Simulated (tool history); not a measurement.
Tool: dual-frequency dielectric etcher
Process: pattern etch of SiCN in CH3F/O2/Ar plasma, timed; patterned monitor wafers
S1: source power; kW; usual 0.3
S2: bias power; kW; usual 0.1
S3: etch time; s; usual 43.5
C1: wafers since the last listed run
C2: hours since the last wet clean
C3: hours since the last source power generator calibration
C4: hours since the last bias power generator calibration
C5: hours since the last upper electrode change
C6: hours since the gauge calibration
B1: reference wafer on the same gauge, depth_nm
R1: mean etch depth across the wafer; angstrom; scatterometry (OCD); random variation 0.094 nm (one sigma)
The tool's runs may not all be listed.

Run 1, hour 0: usual settings but S3 52.5 s; C1 0; C2 96; C3 1046.5; C4 2173.9; C5 1417.4; C6 645.7; B1 19.32. Result: R1 203.8 angstrom.
Run 2, hour 139.8: usual settings; C1 2252; C2 235.8; C3 1186.3; C4 2313.7; C5 1557.2; C6 785.5; B1 19.32. Result: R1 166.8 angstrom.
Run 3, hour 181.7: usual settings; C1 675; C2 277.7; C3 1228.2; C4 2355.6; C5 1599.1; C6 827.4; B1 19.33. Result: R1 167 angstrom.
At hour 226.3: wet clean of the chamber.
Run 4, hour 239.8: usual settings; C1 549; C2 13.5; C3 1286.3; C4 2413.7; C5 1657.2; C6 885.5; B1 19.27. Result: R1 162.2 angstrom.
Run 5, hour 281.5: usual settings; C1 671; C2 55.2; C3 1328; C4 2455.4; C5 1698.9; C6 927.2; B1 19.3. Result: R1 161.6 angstrom.
Run 6, hour 314.1: usual settings but S1 0.34 kW; C1 525; C2 87.8; C3 1360.6; C4 2488; C5 1731.5; C6 959.8; B1 19.3. Result: R1 170.1 angstrom.
Run 7, hour 369.5: usual settings; C1 892; C2 143.2; C3 1416; C4 2543.4; C5 1786.9; C6 1015.2; B1 19.3. Result: R1 160.2 angstrom.
Run 8, hour 438.5: usual settings; C1 1111; C2 212.2; C3 1485; C4 2612.4; C5 1855.9; C6 1084.2; B1 19.3. Result: R1 160.2 angstrom.
At hour 511: upper electrode replaced.
Run 9, hour 511.5: usual settings; C1 789; C2 285.2; C3 1558; C4 2685.4; C5 0.5; C6 1157.2; B1 19.29. Result: R1 158.6 angstrom.
At hour 534.8: bias power generator calibrated.
At hour 563.1: wet clean of the chamber, repeated, since the last time left the tool worse.
Run 10, hour 563.6: usual settings; C1 388; C2 0.5; C3 1610.1; C4 28.8; C5 52.6; C6 1209.3; B1 19.28. Result: R1 170.4 angstrom.
Run 11, hour 593.3: usual settings but S2 0.114 kW, S3 53 s; C1 478; C2 30.2; C3 1639.8; C4 58.5; C5 82.3; C6 1239; B1 19.3. Result: R1 219.2 angstrom.
Run 12, hour 642.7: usual settings but S1 0.26 kW; C1 795; C2 79.6; C3 1689.2; C4 107.9; C5 131.7; C6 1288.4; B1 19.3. Result: R1 160.8 angstrom.
Run 13, hour 693: usual settings but S1 0.26 kW; C1 810; C2 129.9; C3 1739.5; C4 158.2; C5 182; C6 1338.7; B1 19.32. Result: R1 159.3 angstrom.
At hour 731.8: source power generator calibrated.
Run 14, hour 757.5: usual settings; C1 974; C2 194.4; C3 25.7; C4 222.7; C5 246.5; C6 1403.2; B1 19.32. Result: R1 168.6 angstrom.
Run 15, hour 807.2: usual settings; C1 800; C2 244.1; C3 75.4; C4 272.4; C5 296.2; C6 1452.9; B1 19.32. Result: R1 167.5 angstrom.
Run 16, hour 838.3: usual settings but S1 0.36 kW, S2 0.111 kW, S3 37.5 s; C1 501; C2 275.2; C3 106.5; C4 303.5; C5 327.3; C6 1484; B1 19.28. Result: R1 160.6 angstrom.
Run 17, hour 876.4: usual settings but S1 0.27 kW, S2 0.108 kW, S3 32 s; C1 613; C2 313.3; C3 144.6; C4 341.6; C5 365.4; C6 1522.1; B1 19.35. Result: R1 122.9 angstrom.
At hour 932.8: wet clean of the chamber.
Run 18, hour 933.3: usual settings; C1 530; C2 0.5; C3 201.5; C4 398.5; C5 422.3; C6 1579; B1 19.28. Result: R1 169 angstrom.
Run 19, hour 982.5: usual settings; C1 792; C2 49.7; C3 250.7; C4 447.7; C5 471.5; C6 1628.2; B1 19.32. Result: R1 167.6 angstrom.
Run 20, hour 1039.9: usual settings; C1 924; C2 107.1; C3 308.1; C4 505.1; C5 528.9; C6 1685.6; B1 19.29. Result: R1 167.5 angstrom.
Run 21, hour 1067.3: usual settings but S1 0.35 kW, S2 0.082 kW, S3 37 s; C1 441; C2 134.5; C3 335.5; C4 532.5; C5 556.3; C6 1713; B1 19.29. Result: R1 137.8 angstrom.
At hour 1095.8: gauge calibrated.
Run 22, hour 1130.7: usual settings but S1 0.25 kW, S2 0.113 kW; C1 1021; C2 197.9; C3 398.9; C4 595.9; C5 619.7; C6 34.9; B1 19.29. Result: R1 168.3 angstrom.
Run 23, hour 1161: usual settings but S1 0.34 kW, S2 0.115 kW, S3 48.5 s; C1 488; C2 228.2; C3 429.2; C4 626.2; C5 650; C6 65.2; B1 19.3. Result: R1 206.9 angstrom.
Run 24, hour 1218.3: usual settings; C1 923; C2 285.5; C3 486.5; C4 683.5; C5 707.3; C6 122.5; B1 19.28. Result: R1 166.2 angstrom.
Run 25, hour 1247.8: usual settings but S1 0.37 kW, S2 0.118 kW; C1 475; C2 315; C3 516; C4 713; C5 736.8; C6 152; B1 19.25. Result: R1 194.2 angstrom.
Run 26, hour 1275.2: usual settings; C1 441; C2 342.4; C3 543.4; C4 740.4; C5 764.2; C6 179.4; B1 19.3. Result: R1 165.2 angstrom.
At hour 1356.9: wet clean of the chamber.
Run 27, hour 1357.4: usual settings but S1 0.27 kW, S3 32.5 s; C1 937; C2 0.5; C3 625.6; C4 822.6; C5 846.4; C6 261.6; B1 19.27. Result: R1 123.4 angstrom.
Run 28, hour 1384.1: usual settings but S1 0.25 kW; C1 430; C2 27.2; C3 652.3; C4 849.3; C5 873.1; C6 288.3; B1 19.29. Result: R1 161.2 angstrom.
Run 29, hour 1424.3: usual settings but S1 0.33 kW, S2 0.123 kW; C1 647; C2 67.4; C3 692.5; C4 889.5; C5 913.3; C6 328.5; B1 19.28. Result: R1 196.2 angstrom.
Run 30, hour 1635.2: usual settings but S3 31 s; C1 3397; C2 278.3; C3 903.4; C4 1100.4; C5 1124.2; C6 539.4; B1 19.31. Result: R1 118.9 angstrom.

Forecast each of these 4 alternatives for the next run:
Run A, hour 1635.6: usual settings; C1 6; C2 278.7; C3 903.8; C4 1100.8; C5 1124.6; C6 539.8; B1 ?. Result: R1 ?.
Run B, hour 1635.6: usual settings but S1 0.27 kW; C1 6; C2 278.7; C3 903.8; C4 1100.8; C5 1124.6; C6 539.8; B1 ?. Result: R1 ?.
Run C, hour 1635.6: usual settings but S2 0.078 kW; C1 6; C2 278.7; C3 903.8; C4 1100.8; C5 1124.6; C6 539.8; B1 ?. Result: R1 ?.
Run D, hour 1635.6: usual settings but S1 0.25 kW, S3 39 s; C1 6; C2 278.7; C3 903.8; C4 1100.8; C5 1124.6; C6 539.8; B1 ?. Result: R1 ?.

run     B1     R1
  A  19.28  167.6
  B  19.28  161.8
  C  19.28  148.8
  D  19.28  141.4
Without the tool's hidden state the same runs would have given:
run     R1
  A  170.7
  B  164.8
  C  151.5
  D    144

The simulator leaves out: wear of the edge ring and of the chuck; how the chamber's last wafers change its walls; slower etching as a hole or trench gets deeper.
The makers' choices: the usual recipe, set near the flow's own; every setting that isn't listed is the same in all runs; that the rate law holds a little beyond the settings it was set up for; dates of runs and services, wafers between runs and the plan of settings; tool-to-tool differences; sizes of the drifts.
